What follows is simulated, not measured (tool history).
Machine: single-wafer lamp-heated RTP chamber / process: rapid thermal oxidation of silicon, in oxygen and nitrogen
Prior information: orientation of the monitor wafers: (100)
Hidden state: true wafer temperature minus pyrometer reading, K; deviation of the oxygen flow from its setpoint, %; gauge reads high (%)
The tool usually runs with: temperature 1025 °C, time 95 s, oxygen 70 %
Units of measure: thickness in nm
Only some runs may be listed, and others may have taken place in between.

run    hour  temperature  time  oxygen  wafers since the last listed run  wafers since the last pyrometer calibration  hours since the oxygen flow controller was replaced  hours since the gauge calibration  read-back reference wafer on the same gauge, thickness  thickness
  1     0.0         1025    95      70                                 0                                         4384                                               1177.4                             1190.8                                                   9.658      8.298
        6.9  -- gauge calibrated
  2   110.3         1025    95      70                              1198                                         5582                                               1287.7                              103.4                                                   9.655      8.306
  3   195.1         1034    60      70                               921                                         6504                                               1372.5                              188.2                                                   9.644      7.287
      294.1  -- pyrometer window cleaned and pyrometer calibrated
  4   298.1         1034    60      70                              1032                                           43                                               1475.5                              291.2                                                   9.662      7.113
  5   397.7         1034    60      70                              1082                                         1125                                               1575.1                              390.8                                                   9.663      7.156
  6   477.4         1002    95      70                               866                                         1991                                               1654.8                              470.5                                                   9.642      6.996
  7   520.3         1025    95      70                               466                                         2457                                               1697.7                              513.4                                                   9.668      8.219
  8   595.7         1025    95      70                               819                                         3277                                               1773.1                              588.8                                                   9.640      8.224
  9   662.2         1025    95      70                               722                                         4000                                               1839.6                              655.3                                                   9.656      8.306
 10   759.8         1025    95      70                              1060                                         5060                                               1937.2                              752.9                                                   9.659      8.402
 11   814.7         1025    95      70                               596                                         5657                                               1992.1                              807.8                                                   9.663      8.328
 12   855.2         1025    95      70                               440                                         6097                                               2032.6                              848.3                                                   9.648      8.340
 13   917.0         1025    95      70                               671                                         6769                                               2094.4                              910.1                                                   9.662      8.445
 14   978.3         1025    95      70                               666                                         7435                                               2155.7                              971.4                                                   9.656      8.441
     1013.2  -- pyrometer window cleaned and pyrometer calibrated
     1037.5  -- oxygen flow controller replaced
 15  1065.3         1025   129      70                               771                                          479                                                 27.8                             1058.4                                                   9.658      9.417
 16  1164.1         1038   127      78                              1073                                         1553                                                126.6                             1157.2                                                   9.639     10.785
 17  1208.1         1025    95      98                               478                                         2031                                                170.6                             1201.2                                                   9.635      9.246
 18  1275.7         1044    95      88                               734                                         2766                                                238.2                             1268.8                                                   9.656     10.224
     1299.2  -- gauge calibrated
 19  1373.2         1003    95      91                              1059                                         3825                                                335.7                               74.0                                                   9.650      7.749
 20  1463.9         1025    95      70                               985                                         4811                                                426.4                              164.7                                                   9.658      8.331
 21  1568.2         1049   134      70                              1133                                         5944                                                530.7                              269.0                                                   9.664     11.620
 22  1641.9         1045   110      41                               800                                         6745                                                604.4                              342.7                                                   9.645      8.555
     1663.3  -- pyrometer window cleaned and pyrometer calibrated
 23  1743.7         1025    95      46                              1019                                          874                                                706.2                              444.5                                                   9.654      7.040
 24  1846.1         1025    95      86                              1112                                         1986                                                808.6                              546.9                                                   9.664      8.902

Alternative continuations, all from the tool just after run 24; predict every row:
  A  1846.6         1025    53      70                                 5                                         1992                                                809.1                              547.4                                                       ?          ?
  B  1846.6         1055    67      53                                 5                                         1992                                                809.1                              547.4                                                       ?          ?
  C  1846.6         1053   134      70                                 5                                         1992                                                809.1                              547.4                                                       ?          ?

run  read-back reference wafer on the same gauge, thickness  thickness
  A                                                   9.650      6.340
  B                                                   9.650      7.837
  C                                                   9.650     11.703
Had the tool no hidden state, the same runs would have come out as:
run  thickness
  A      6.290
  B      7.778
  C     11.613
